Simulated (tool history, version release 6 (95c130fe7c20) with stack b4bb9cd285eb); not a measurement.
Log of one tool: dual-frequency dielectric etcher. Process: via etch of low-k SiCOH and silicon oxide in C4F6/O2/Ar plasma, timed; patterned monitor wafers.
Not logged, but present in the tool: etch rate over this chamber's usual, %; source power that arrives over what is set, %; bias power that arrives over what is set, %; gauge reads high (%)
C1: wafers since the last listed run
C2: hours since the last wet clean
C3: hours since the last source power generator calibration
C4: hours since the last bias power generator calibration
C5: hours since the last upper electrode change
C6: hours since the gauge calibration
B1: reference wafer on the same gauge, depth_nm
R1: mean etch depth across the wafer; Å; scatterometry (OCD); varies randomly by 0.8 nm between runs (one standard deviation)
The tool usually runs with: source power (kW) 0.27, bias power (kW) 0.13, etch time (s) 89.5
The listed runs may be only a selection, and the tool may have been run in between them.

run 1 day=0 | source_power_(kW)=0.27 bias_power_(kW)=0.13 etch_time_(s)=89.5 | C1=0 C2=641.9 C3=831 C4=3031.6 C5=2632.9 C6=1466.9 | B1=154 | R1=1974
-- day=3.096 wet clean of the chamber
run 2 day=3.467 | source_power_(kW)=0.32 bias_power_(kW)=0.13 etch_time_(s)=89.5 | C1=923 C2=8.9 C3=914.2 C4=3114.8 C5=2716.1 C6=1550.1 | B1=154 | R1=2010
run 3 day=6.812 | source_power_(kW)=0.32 bias_power_(kW)=0.13 etch_time_(s)=89.5 | C1=1252 C2=89.2 C3=994.5 C4=3195.1 C5=2796.4 C6=1630.4 | B1=154 | R1=2042
run 4 day=8.846 | source_power_(kW)=0.27 bias_power_(kW)=0.13 etch_time_(s)=89.5 | C1=761 C2=138 C3=1043.3 C4=3243.9 C5=2845.2 C6=1679.2 | B1=153.9 | R1=1907
run 5 day=12.658 | source_power_(kW)=0.27 bias_power_(kW)=0.13 etch_time_(s)=89.5 | C1=1427 C2=229.5 C3=1134.8 C4=3335.4 C5=2936.7 C6=1770.7 | B1=154 | R1=1900
run 6 day=15.288 | source_power_(kW)=0.27 bias_power_(kW)=0.13 etch_time_(s)=89.5 | C1=984 C2=292.6 C3=1197.9 C4=3398.5 C5=2999.8 C6=1833.8 | B1=154 | R1=1938
run 7 day=17.879 | source_power_(kW)=0.27 bias_power_(kW)=0.116 etch_time_(s)=89.5 | C1=970 C2=354.8 C3=1260.1 C4=3460.7 C5=3062 C6=1896 | B1=154.1 | R1=1873
-- day=21.388 upper electrode replaced
run 8 day=21.788 | source_power_(kW)=0.27 bias_power_(kW)=0.13 etch_time_(s)=89.5 | C1=1089 C2=448.6 C3=1353.9 C4=3554.5 C5=9.6 C6=1989.8 | B1=153.9 | R1=1951
-- day=24.817 gauge calibrated
run 9 day=25.5 | source_power_(kW)=0.27 bias_power_(kW)=0.13 etch_time_(s)=89.5 | C1=1390 C2=537.7 C3=1443 C4=3643.6 C5=98.7 C6=16.4 | B1=154 | R1=1967
run 10 day=28.892 | source_power_(kW)=0.31 bias_power_(kW)=0.13 etch_time_(s)=89.5 | C1=1270 C2=619.1 C3=1524.4 C4=3725 C5=180.1 C6=97.8 | B1=154.1 | R1=2089
-- day=30.4 wet clean of the chamber
run 11 day=37.462 | source_power_(kW)=0.31 bias_power_(kW)=0.13 etch_time_(s)=89.5 | C1=2834 C2=169.5 C3=1730.1 C4=3930.7 C5=385.8 C6=303.5 | B1=154 | R1=2036
run 12 day=39.3 | source_power_(kW)=0.31 bias_power_(kW)=0.13 etch_time_(s)=89.5 | C1=688 C2=213.6 C3=1774.2 C4=3974.8 C5=429.9 C6=347.6 | B1=153.9 | R1=2033
run 13 day=41.979 | source_power_(kW)=0.32 bias_power_(kW)=0.161 etch_time_(s)=107 | C1=1003 C2=277.9 C3=1838.5 C4=4039.1 C5=494.2 C6=411.9 | B1=153.9 | R1=2643
run 14 day=45.146 | source_power_(kW)=0.27 bias_power_(kW)=0.12 etch_time_(s)=89.5 | C1=1185 C2=353.9 C3=1914.5 C4=4115.1 C5=570.2 C6=487.9 | B1=153.9 | R1=1905
run 15 day=49.604 | source_power_(kW)=0.27 bias_power_(kW)=0.113 etch_time_(s)=89.5 | C1=1669 C2=460.9 C3=2021.5 C4=4222.1 C5=677.2 C6=594.9 | B1=154.1 | R1=1867
run 16 day=52.979 | source_power_(kW)=0.27 bias_power_(kW)=0.13 etch_time_(s)=89.5 | C1=1263 C2=541.9 C3=2102.5 C4=4303.1 C5=758.2 C6=675.9 | B1=153.9 | R1=1969
-- day=57.058 wet clean of the chamber
run 17 day=57.079 | source_power_(kW)=0.27 bias_power_(kW)=0.13 etch_time_(s)=79 | C1=1160 C2=0.5 C3=2200.9 C4=4401.5 C5=856.6 C6=774.3 | B1=154 | R1=1657
-- day=57.279 bias power generator calibrated
run 18 day=59.838 | source_power_(kW)=0.33 bias_power_(kW)=0.112 etch_time_(s)=89.5 | C1=970 C2=66.7 C3=2267.1 C4=61.4 C5=922.8 C6=840.5 | B1=154.1 | R1=1938
run 19 day=63.096 | source_power_(kW)=0.33 bias_power_(kW)=0.139 etch_time_(s)=98.5 | C1=1220 C2=144.9 C3=2345.3 C4=139.6 C5=1001 C6=918.7 | B1=154 | R1=2317
run 20 day=67.183 | source_power_(kW)=0.24 bias_power_(kW)=0.115 etch_time_(s)=89.5 | C1=1530 C2=243 C3=2443.4 C4=237.7 C5=1099.1 C6=1016.8 | B1=154 | R1=1756
-- day=73.671 source power generator calibrated
run 21 day=74.512 | source_power_(kW)=0.27 bias_power_(kW)=0.13 etch_time_(s)=109 | C1=2682 C2=418.9 C3=20.2 C4=413.6 C5=1275 C6=1192.7 | B1=153.9 | R1=2354
run 22 day=81.471 | source_power_(kW)=0.27 bias_power_(kW)=0.143 etch_time_(s)=89.5 | C1=2605 C2=585.9 C3=187.2 C4=580.6 C5=1442 C6=1359.7 | B1=153.9 | R1=2029
-- day=82.8 wet clean of the chamber
run 23 day=84.708 | source_power_(kW)=0.27 bias_power_(kW)=0.13 etch_time_(s)=89.5 | C1=837 C2=45.8 C3=264.9 C4=658.3 C5=1519.7 C6=1437.4 | B1=153.8 | R1=1903
run 24 day=86.946 | source_power_(kW)=0.21 bias_power_(kW)=0.122 etch_time_(s)=89.5 | C1=837 C2=99.5 C3=318.6 C4=712 C5=1573.4 C6=1491.1 | B1=153.9 | R1=1698
run 25 day=91.058 | source_power_(kW)=0.21 bias_power_(kW)=0.141 etch_time_(s)=89.5 | C1=1539 C2=198.2 C3=417.3 C4=810.7 C5=1672.1 C6=1589.8 | B1=154 | R1=1770
run 26 day=92.975 | source_power_(kW)=0.32 bias_power_(kW)=0.13 etch_time_(s)=100 | C1=717 C2=244.2 C3=463.3 C4=856.7 C5=1718.1 C6=1635.8 | B1=154 | R1=2310
run 27 day=96.829 | source_power_(kW)=0.23 bias_power_(kW)=0.13 etch_time_(s)=89.5 | C1=1443 C2=336.7 C3=555.8 C4=949.2 C5=1810.6 C6=1728.3 | B1=154 | R1=1809
run 28 day=99.779 | source_power_(kW)=0.31 bias_power_(kW)=0.146 etch_time_(s)=89.5 | C1=1104 C2=407.5 C3=626.6 C4=1020 C5=1881.4 C6=1799.1 | B1=154.1 | R1=2128
-- day=111.204 wet clean of the chamber
run 29 day=113.267 | source_power_(kW)=0.33 bias_power_(kW)=0.139 etch_time_(s)=98.5 | C1=4676 C2=49.5 C3=950.3 C4=1343.7 C5=2205.1 C6=2122.8 | B1=154.1 | R1=2311
run 30 day=115.779 | source_power_(kW)=0.27 bias_power_(kW)=0.13 etch_time_(s)=89.5 | C1=940 C2=109.8 C3=1010.6 C4=1404 C5=2265.4 C6=2183.1 | B1=153.9 | R1=1917

Consider 3 possible next runs. They are alternatives, not a sequence: every one starts from the tool as it was left by run 30. What does each give?
run A day=115.796 | source_power_(kW)=0.27 bias_power_(kW)=0.13 etch_time_(s)=89.5 | C1=6 C2=110.2 C3=1011 C4=1404.4 C5=2265.8 C6=2183.5 | B1=? | R1=?
run B day=115.796 | source_power_(kW)=0.27 bias_power_(kW)=0.13 etch_time_(s)=63.5 | C1=6 C2=110.2 C3=1011 C4=1404.4 C5=2265.8 C6=2183.5 | B1=? | R1=?
run C day=115.796 | source_power_(kW)=0.27 bias_power_(kW)=0.108 etch_time_(s)=89.5 | C1=6 C2=110.2 C3=1011 C4=1404.4 C5=2265.8 C6=2183.5 | B1=? | R1=?

run=A B1=154 R1=1908
run=B B1=154 R1=1354
run=C B1=154 R1=1799
Had the tool no hidden state, the same runs would have come out as:
run=A R1=1884
run=B R1=1337
run=C R1=1777
